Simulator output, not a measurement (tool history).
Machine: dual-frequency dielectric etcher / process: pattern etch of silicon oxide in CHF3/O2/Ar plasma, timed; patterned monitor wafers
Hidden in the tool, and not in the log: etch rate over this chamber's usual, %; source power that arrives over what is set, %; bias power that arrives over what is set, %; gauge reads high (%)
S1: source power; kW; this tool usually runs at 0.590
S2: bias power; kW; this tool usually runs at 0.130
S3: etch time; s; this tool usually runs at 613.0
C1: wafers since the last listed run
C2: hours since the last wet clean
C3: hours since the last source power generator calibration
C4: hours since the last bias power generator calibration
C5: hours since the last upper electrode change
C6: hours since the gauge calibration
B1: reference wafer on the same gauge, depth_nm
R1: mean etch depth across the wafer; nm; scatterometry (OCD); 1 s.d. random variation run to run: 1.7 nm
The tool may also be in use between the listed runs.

Run 1, hour 0.0: usual settings; C1 0; C2 245.7; C3 4044.4; C4 2762.1; C5 3662.9; C6 506.0; B1 1220.1. Result: R1 1101.5 nm.
Run 2, hour 63.2: usual settings; C1 181; C2 308.9; C3 4107.6; C4 2825.3; C5 3726.1; C6 569.2; B1 1220.1. Result: R1 1104.9 nm.
Run 3, hour 122.5: usual settings but S1 0.510 kW, S2 0.116 kW; C1 170; C2 368.2; C3 4166.9; C4 2884.6; C5 3785.4; C6 628.5; B1 1218.8. Result: R1 1012.1 nm.
Run 4, hour 150.7: usual settings but S1 0.510 kW, S2 0.116 kW; C1 81; C2 396.4; C3 4195.1; C4 2912.8; C5 3813.6; C6 656.7; B1 1219.5. Result: R1 1015.1 nm.
Run 5, hour 197.8: usual settings; C1 135; C2 443.5; C3 4242.2; C4 2959.9; C5 3860.7; C6 703.8; B1 1220.1. Result: R1 1110.5 nm.
At hour 240.9: wet clean of the chamber.
Run 6, hour 268.2: usual settings; C1 133; C2 27.3; C3 4312.6; C4 3030.3; C5 3931.1; C6 774.2; B1 1220.0. Result: R1 1094.6 nm.
Run 7, hour 312.1: usual settings; C1 126; C2 71.2; C3 4356.5; C4 3074.2; C5 3975.0; C6 818.1; B1 1220.8. Result: R1 1099.0 nm.
Run 8, hour 343.0: usual settings but S1 0.470 kW; C1 88; C2 102.1; C3 4387.4; C4 3105.1; C5 4005.9; C6 849.0; B1 1220.8. Result: R1 1023.7 nm.
Run 9, hour 372.1: usual settings but S1 0.470 kW; C1 83; C2 131.2; C3 4416.5; C4 3134.2; C5 4035.0; C6 878.1; B1 1220.0. Result: R1 1024.4 nm.
Run 10, hour 429.7: usual settings but S1 0.470 kW; C1 165; C2 188.8; C3 4474.1; C4 3191.8; C5 4092.6; C6 935.7; B1 1220.2. Result: R1 1026.8 nm.
At hour 443.4: source power generator calibrated.
At hour 479.4: upper electrode replaced.
Run 11, hour 491.9: usual settings; C1 98; C2 251.0; C3 48.5; C4 3254.0; C5 12.5; C6 997.9; B1 1220.7. Result: R1 1104.3 nm.
Run 12, hour 522.4: usual settings; C1 87; C2 281.5; C3 79.0; C4 3284.5; C5 43.0; C6 1028.4; B1 1219.9. Result: R1 1105.7 nm.
Run 13, hour 565.4: usual settings but S1 0.680 kW, S2 0.139 kW, S3 530.0 s; C1 123; C2 324.5; C3 122.0; C4 3327.5; C5 86.0; C6 1071.4; B1 1220.2. Result: R1 1025.2 nm.
Run 14, hour 625.9: usual settings but S2 0.143 kW; C1 174; C2 385.0; C3 182.5; C4 3388.0; C5 146.5; C6 1131.9; B1 1220.5. Result: R1 1147.0 nm.
Run 15, hour 657.0: usual settings; C1 89; C2 416.1; C3 213.6; C4 3419.1; C5 177.6; C6 1163.0; B1 1219.6. Result: R1 1109.5 nm.
At hour 699.5: wet clean of the chamber.
Run 16, hour 724.2: usual settings; C1 124; C2 24.7; C3 280.8; C4 3486.3; C5 244.8; C6 1230.2; B1 1219.8. Result: R1 1097.1 nm.
At hour 757.1: bias power generator calibrated.
Run 17, hour 791.2: usual settings but S1 0.700 kW, S2 0.145 kW, S3 482.5 s; C1 181; C2 91.7; C3 347.8; C4 34.1; C5 311.8; C6 1297.2; B1 1219.9. Result: R1 968.2 nm.
Run 18, hour 837.3: usual settings but S1 0.680 kW, S2 0.139 kW, S3 530.0 s; C1 132; C2 137.8; C3 393.9; C4 80.2; C5 357.9; C6 1343.3; B1 1220.0. Result: R1 1038.1 nm.
Run 19, hour 864.8: usual settings; C1 79; C2 165.3; C3 421.4; C4 107.7; C5 385.4; C6 1370.8; B1 1220.8. Result: R1 1118.7 nm.
At hour 874.5: gauge calibrated.
Run 20, hour 909.5: usual settings but S1 0.670 kW, S2 0.117 kW; C1 128; C2 210.0; C3 466.1; C4 152.4; C5 430.1; C6 35.0; B1 1219.6. Result: R1 1124.3 nm.
Run 21, hour 945.9: usual settings but S3 790.0 s; C1 104; C2 246.4; C3 502.5; C4 188.8; C5 466.5; C6 71.4; B1 1220.2. Result: R1 1448.1 nm.
Run 22, hour 982.3: usual settings but S2 0.116 kW, S3 717.0 s; C1 104; C2 282.8; C3 538.9; C4 225.2; C5 502.9; C6 107.8; B1 1220.5. Result: R1 1258.5 nm.

For run 23, what comes out?
Run 23, hour 1022.4: usual settings but S2 0.119 kW, S3 430.5 s; C1 115; C2 322.9; C3 579.0; C4 265.3; C5 543.0; C6 147.9; B1 ?. Result: R1 ?.

For run 23 the tool returned B1 1220.7, R1 766.1 nm.
With the hidden condition absent and the run-to-run variation left alone, this run would have shown R1 755.2 nm.
